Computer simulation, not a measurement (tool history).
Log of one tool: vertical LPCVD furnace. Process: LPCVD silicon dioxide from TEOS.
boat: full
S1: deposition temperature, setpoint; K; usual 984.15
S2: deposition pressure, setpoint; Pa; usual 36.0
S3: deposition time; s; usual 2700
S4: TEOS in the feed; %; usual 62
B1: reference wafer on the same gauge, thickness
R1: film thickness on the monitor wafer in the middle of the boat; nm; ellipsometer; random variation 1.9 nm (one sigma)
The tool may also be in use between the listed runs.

| run | day | S1 | S2 | S3 | S4 | B1 | R1 |
|---|---|---|---|---|---|---|---|
| 1 | 0.000 | 984.15 | 36.0 | 2700 | 62 | 419.07 | 371.08 |
| 2 | 1.871 | 984.15 | 36.0 | 2700 | 62 | 418.37 | 369.27 |
| 3 | 4.254 | 984.15 | 36.0 | 2700 | 62 | 417.48 | 367.08 |
| 4 | 5.412 | 984.15 | 36.0 | 2700 | 62 | 417.55 | 367.67 |
| 5 | 7.375 | 984.15 | 36.0 | 2700 | 62 | 416.79 | 368.15 |
|  | 13.304 | gauge calibrated |
| 6 | 14.521 | 984.15 | 36.0 | 2700 | 62 | 435.41 | 384.00 |
| 7 | 16.200 | 984.15 | 36.0 | 2700 | 62 | 435.85 | 385.13 |
| 8 | 18.421 | 984.15 | 36.0 | 2700 | 62 | 435.51 | 384.50 |
| 9 | 20.154 | 984.15 | 36.0 | 2700 | 62 | 435.38 | 385.99 |
|  | 22.346 | TEOS flow controller replaced |
| 10 | 22.367 | 976.15 | 36.0 | 2700 | 71 | 435.47 | 344.13 |
| 11 | 23.575 | 984.15 | 28.7 | 2700 | 62 | 435.21 | 342.91 |
| 12 | 26.079 | 984.15 | 36.0 | 2700 | 62 | 435.19 | 383.42 |
| 13 | 28.546 | 984.15 | 33.3 | 3240 | 53 | 435.47 | 410.53 |
| 14 | 30.821 | 988.15 | 44.0 | 2700 | 72 | 435.45 | 496.30 |
| 15 | 33.125 | 984.15 | 36.0 | 1980 | 59 | 435.37 | 274.00 |
| 16 | 38.983 | 972.15 | 33.3 | 3540 | 56 | 434.89 | 350.14 |
|  | 40.988 | thermocouples replaced and temperature profile calibrated |
| 17 | 41.667 | 984.15 | 36.0 | 2700 | 62 | 434.34 | 385.71 |
| 18 | 44.354 | 984.15 | 31.3 | 2700 | 62 | 433.98 | 355.99 |
| 19 | 46.700 | 984.15 | 36.0 | 2700 | 65 | 433.71 | 390.28 |
|  | 48.033 | pressure gauge zeroed |
| 20 | 48.121 | 984.15 | 36.0 | 2700 | 62 | 433.98 | 383.35 |
| 21 | 50.929 | 980.15 | 30.0 | 2700 | 62 | 433.35 | 316.08 |
| 22 | 53.762 | 984.15 | 27.3 | 2700 | 62 | 432.85 | 333.01 |
| 23 | 55.904 | 992.15 | 36.0 | 2370 | 73 | 433.04 | 434.35 |
| 24 | 57.658 | 980.15 | 36.0 | 2070 | 57 | 432.47 | 257.75 |

The next listed run, before its measurement:
| 25 | 58.933 | 992.15 | 31.3 | 2700 | 62 | ? | ? |

Run 25 gave B1 432.32, R1 425.30 nm.
Without the tool's hidden state the same run would have given R1 427.84 nm.

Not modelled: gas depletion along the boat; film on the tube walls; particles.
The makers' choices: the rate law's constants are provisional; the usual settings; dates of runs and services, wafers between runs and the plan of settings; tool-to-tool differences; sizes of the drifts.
